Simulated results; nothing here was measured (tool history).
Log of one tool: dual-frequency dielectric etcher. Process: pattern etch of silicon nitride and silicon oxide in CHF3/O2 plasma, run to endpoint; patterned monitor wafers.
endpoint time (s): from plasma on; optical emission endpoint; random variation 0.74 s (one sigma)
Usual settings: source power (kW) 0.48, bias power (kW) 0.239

run	hour	source power (kW)	bias power (kW)	incoming incoming film thickness, nm	endpoint time (s)
1	0	0.48	0.201	199.4	133.8
2	21.6	0.48	0.201	199.1	133.5
3	55.1	0.48	0.239	199.7	128.8
4	81.7	0.48	0.239	199.2	129
5	102.5	0.48	0.239	197.4	128.1
6	116.7	0.53	0.239	197.6	122.7
7	140.4	0.53	0.239	197.4	123.4
8	162.4	0.48	0.239	198.3	129.1
9	188	0.48	0.239	199.2	131.6
10	223.1	0.53	0.216	198.8	128.9
11	242.8	0.53	0.216	199.4	128.1
12	274.5	0.53	0.216	199.6	130
# hour 319.2: wet clean of the chamber
13	319.7	0.4	0.276	197.5	132.7
14	320.1	0.56	0.256	199	118.5
# hour 389.8: bias power generator calibrated
15	408.9	0.39	0.278	197.5	135.7
16	423.6	0.55	0.265	198.2	117
# hour 449.3: upper electrode replaced
17	449.8	0.48	0.201	199.2	136.9
18	486	0.37	0.192	198.6	157.3
# hour 503.5: source power generator calibrated
19	508.3	0.53	0.216	198.6	128.1
20	579.4	0.4	0.256	198.8	141.5
21	639.4	0.38	0.203	199.2	156
# hour 683.2: wet clean of the chamber
22	683.7	0.57	0.21	198.6	122.5
23	713.8	0.48	0.211	198.7	132.7
24	733.9	0.48	0.239	199.9	129.3

Forecast each of these 5 alternatives for the next run:
A	734.4	0.56	0.239	198.9	?
B	734.4	0.39	0.184	198.9	?
C	734.4	0.52	0.26	198.9	?
D	734.4	0.4	0.283	198.9	?
E	734.4	0.56	0.184	198.9	?

run	endpoint time (s)
A	118.5
B	151.3
C	119.8
D	132.4
E	127
Without the tool's hidden state the same runs would have given:
run	endpoint time (s)
A	117.7
B	150.3
C	119
D	131.5
E	126.2
